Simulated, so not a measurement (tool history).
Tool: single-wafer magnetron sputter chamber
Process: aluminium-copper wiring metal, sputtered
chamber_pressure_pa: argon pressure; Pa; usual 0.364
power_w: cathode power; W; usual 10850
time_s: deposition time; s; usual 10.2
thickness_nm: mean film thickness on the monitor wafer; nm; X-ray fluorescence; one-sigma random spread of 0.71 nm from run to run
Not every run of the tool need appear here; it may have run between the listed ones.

run,hour,chamber_pressure_pa,power_w,time_s,"read-back reference wafer on the same gauge, thickness_nm",thickness_nm
1,0.0,0.311,10850,10.2,236.850,216.033
2,26.5,0.311,10850,10.2,237.148,215.982
3,70.6,0.364,10850,10.2,236.969,211.603
4,134.6,0.364,10850,10.2,236.981,211.102
5,162.0,0.364,10850,10.2,237.123,209.832
6,227.0,0.364,10850,10.2,237.018,210.652
7,293.0,0.364,12900,10.2,237.114,241.953
# hour 365.4: sputter target and shields replaced
8,369.4,0.364,12900,10.2,237.161,235.413
9,501.9,0.364,12900,10.2,236.918,236.170
10,527.0,0.364,10850,10.2,237.103,200.216
11,568.9,0.364,10850,10.2,236.814,199.633
# hour 597.7: capacitance manometer re-zeroed and calibrated
12,625.7,0.364,10850,10.2,236.822,197.741
13,684.3,0.364,10050,10.2,237.358,185.770
# hour 711.4: sputter target and shields replaced, repeated, since the last time left the tool worse
14,723.0,0.364,10050,10.2,237.008,198.085
15,776.5,0.319,10850,10.2,237.082,215.918
16,806.2,0.319,10850,10.2,237.226,215.409
17,847.0,0.505,9100,9.2,237.080,154.348
18,909.2,0.276,12650,10.2,236.987,249.406
19,960.0,0.364,12900,10.2,237.070,244.098
20,1008.6,0.364,10850,10.2,236.968,208.306
# hour 1055.6: magnet pack replaced
21,1075.7,0.364,10850,10.2,237.106,206.720
# hour 1104.6: sputter target and shields replaced
# hour 1110.3: gauge calibrated
22,1126.0,0.507,9450,8.6,237.008,149.577
23,1190.0,0.440,13150,8.6,237.002,206.154
24,1217.8,0.364,10850,10.2,237.028,210.451
25,1276.4,0.426,8650,9.7,237.181,159.806
26,1339.2,0.232,8950,8.4,236.795,154.154
27,1401.7,0.296,10850,9.6,236.841,201.206
# hour 1422.1: sputter target and shields replaced
28,1443.8,0.251,10850,10.9,236.740,237.073
29,1471.3,0.442,10850,8.5,237.102,170.713
30,1536.1,0.504,8650,12.0,237.063,193.420
31,1639.1,0.364,9900,11.4,236.654,216.718
32,1670.8,0.416,9700,11.9,236.898,216.214
33,1730.1,0.364,10850,9.5,237.050,193.818

Measured less the same run without the tool's hidden state. The same run-to-run variation is in both; the gauge's scatter may not be:
Hidden state present: deposition rate above that of a new target (%); true argon pressure above the setpoint (%); gauge reads high (%).
run,thickness_nm
1,-0.661
2,-0.744
3,-0.999
4,-1.689
5,-2.084
6,-3.330
7,-5.730
8,-11.854
9,-12.885
10,-11.263
11,-11.927
12,-13.011
13,-13.693
14,-0.202
15,-0.401
16,-0.609
17,-0.734
18,-2.253
19,-3.359
20,-4.029
21,-5.957
22,-0.437
23,-0.891
24,-1.149
25,-1.424
26,-2.193
27,-4.272
28,-0.479
29,-0.413
30,-0.888
31,-2.524
32,-3.185
33,-4.206
